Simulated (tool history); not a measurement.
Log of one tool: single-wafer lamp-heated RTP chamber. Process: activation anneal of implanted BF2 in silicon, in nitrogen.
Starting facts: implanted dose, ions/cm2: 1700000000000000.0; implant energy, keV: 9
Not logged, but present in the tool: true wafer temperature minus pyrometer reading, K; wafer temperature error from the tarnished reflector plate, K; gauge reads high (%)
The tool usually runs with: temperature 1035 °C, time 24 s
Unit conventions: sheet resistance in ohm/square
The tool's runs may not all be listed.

run	hour	temperature	time	wafers since the last listed run	wafers since the last pyrometer calibration	wafers since the reflector plate was cleaned	hours since the gauge calibration	read-back reference wafer on the same gauge, sheet resistance	sheet resistance
1	0.0	1035	24	0	1974	2809	193.0	148.24	143.84
2	16.0	1035	24	234	2208	3044	209.0	148.11	143.37
3	22.8	1035	24	99	2307	3143	215.8	147.82	142.41
# hour 32.4: reflector plate cleaned
4	36.5	1035	24	83	2391	60	229.5	148.02	145.50
5	43.2	1035	31	98	2489	158	236.2	147.96	136.97
6	81.3	1035	31	557	3046	716	274.3	148.18	138.17
7	92.3	1035	24	160	3207	877	285.3	148.00	147.73
8	99.8	1035	24	109	3317	986	292.8	148.24	146.72
9	112.1	1035	13	180	3497	1166	305.1	148.02	173.31
10	123.6	1035	24	168	3666	1335	316.6	148.06	146.48
11	133.3	1035	24	141	3807	1477	326.3	147.93	145.43
12	141.7	1035	24	122	3930	1599	334.7	148.14	146.07
13	154.0	1041	24	180	4110	1780	347.0	148.07	138.17
14	164.2	1041	24	149	4260	1929	357.2	147.88	139.19
15	182.2	1035	24	263	4523	2192	375.2	148.07	144.15
16	199.9	1035	24	259	4782	2451	392.9	148.01	144.33
17	217.1	1035	24	251	5034	2703	410.1	148.13	143.35
18	225.2	1035	24	118	5152	2822	418.2	148.11	143.11
19	237.8	1044	24	184	5337	3006	430.8	148.00	132.69
# hour 241.4: gauge calibrated
20	244.0	1035	24	90	5428	3097	2.6	147.93	142.06
21	257.7	1035	24	200	5628	3297	16.3	147.75	141.87
# hour 270.5: pyrometer window cleaned and pyrometer calibrated
22	271.7	1035	16	87	17	3385	30.3	148.32	157.25
23	285.7	1035	24	204	222	3590	44.3	148.03	140.48
24	295.2	1035	24	139	361	3729	53.8	148.28	140.38
25	312.5	1053	38	253	614	3982	71.1	148.07	107.63
# hour 323.3: reflector plate cleaned
26	323.8	1035	24	48	662	7	82.4	148.02	146.37

What will run 27 give?
27	328.9	1016	13	74	737	81	87.5	?	?

{"run 27": {"read-back reference wafer on the same gauge, sheet resistance": 148.16, "sheet resistance": 208.16}}
With no hidden state in the tool, this same run would have given sheet resistance 210.28 ohm/square.
